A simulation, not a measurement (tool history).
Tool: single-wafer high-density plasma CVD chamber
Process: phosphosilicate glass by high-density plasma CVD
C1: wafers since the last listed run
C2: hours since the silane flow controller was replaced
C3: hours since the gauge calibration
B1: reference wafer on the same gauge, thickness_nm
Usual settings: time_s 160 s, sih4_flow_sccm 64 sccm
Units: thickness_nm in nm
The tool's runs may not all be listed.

Run 1, day 0: usual settings; C1 0; C2 1801.6; C3 216.6; B1 1073.889. Result: thickness_nm 987.719 nm.
Run 2, day 1.142: usual settings; C1 232; C2 1829; C3 244; B1 1074.023. Result: thickness_nm 984.592 nm.
Run 3, day 2.2: usual settings; C1 215; C2 1854.4; C3 269.4; B1 1074.191. Result: thickness_nm 986.155 nm.
Run 4, day 3.575: usual settings; C1 279; C2 1887.4; C3 302.4; B1 1074.344. Result: thickness_nm 988.047 nm.
Run 5, day 4.654: usual settings; C1 219; C2 1913.3; C3 328.3; B1 1073.944. Result: thickness_nm 987.273 nm.
Run 6, day 5.771: usual settings; C1 227; C2 1940.1; C3 355.1; B1 1073.996. Result: thickness_nm 986.695 nm.
Run 7, day 6.729: usual settings but sih4_flow_sccm 70 sccm; C1 195; C2 1963.1; C3 378.1; B1 1074.012. Result: thickness_nm 1078.704 nm.
Run 8, day 7.396: usual settings but sih4_flow_sccm 70 sccm; C1 135; C2 1979.1; C3 394.1; B1 1073.472. Result: thickness_nm 1079.714 nm.
Run 9, day 8.492: usual settings but time_s 148 s, sih4_flow_sccm 58 sccm; C1 223; C2 2005.4; C3 420.4; B1 1074.127. Result: thickness_nm 823.491 nm.
Run 10, day 9.883: usual settings; C1 283; C2 2038.8; C3 453.8; B1 1074.13. Result: thickness_nm 986.39 nm.
At day 9.979: gauge calibrated.
Run 11, day 11.283: usual settings but time_s 134 s; C1 284; C2 2072.4; C3 31.3; B1 1074.132. Result: thickness_nm 826.177 nm.
At day 12.504: silane flow controller replaced.
Run 12, day 12.525: usual settings but time_s 178 s; C1 184; C2 0.5; C3 61.1; B1 1074.295. Result: thickness_nm 1098.59 nm.
Run 13, day 13.504: usual settings but time_s 150 s; C1 199; C2 24; C3 84.6; B1 1073.847. Result: thickness_nm 922.663 nm.
Run 14, day 14.596: usual settings but sih4_flow_sccm 53 sccm; C1 222; C2 50.2; C3 110.8; B1 1074.153. Result: thickness_nm 819.591 nm.
Run 15, day 15.121: usual settings but time_s 175 s, sih4_flow_sccm 57 sccm; C1 106; C2 62.8; C3 123.4; B1 1073.576. Result: thickness_nm 964.075 nm.
Run 16, day 15.633: usual settings but sih4_flow_sccm 72 sccm; C1 104; C2 75.1; C3 135.7; B1 1074.277. Result: thickness_nm 1112.811 nm.

Forecast each of these 4 alternatives for the next run:
Run A, day 15.65: usual settings but time_s 149 s; C1 3; C2 75.5; C3 136.1; B1 ?. Result: thickness_nm ?.
Run B, day 15.65: usual settings but sih4_flow_sccm 76 sccm; C1 3; C2 75.5; C3 136.1; B1 ?. Result: thickness_nm ?.
Run C, day 15.65: usual settings but time_s 184 s, sih4_flow_sccm 59 sccm; C1 3; C2 75.5; C3 136.1; B1 ?. Result: thickness_nm ?.
Run D, day 15.65: usual settings but time_s 174 s, sih4_flow_sccm 73 sccm; C1 3; C2 75.5; C3 136.1; B1 ?. Result: thickness_nm ?.

run       B1  thickness_nm
  A  1074.05       919.447
  B  1074.05      1172.449
  C  1074.05      1046.719
  D  1074.05      1224.708
Without the tool's hidden state the same runs would have given:
run  thickness_nm
  A       919.447
  B      1172.449
  C      1046.719
  D      1224.708

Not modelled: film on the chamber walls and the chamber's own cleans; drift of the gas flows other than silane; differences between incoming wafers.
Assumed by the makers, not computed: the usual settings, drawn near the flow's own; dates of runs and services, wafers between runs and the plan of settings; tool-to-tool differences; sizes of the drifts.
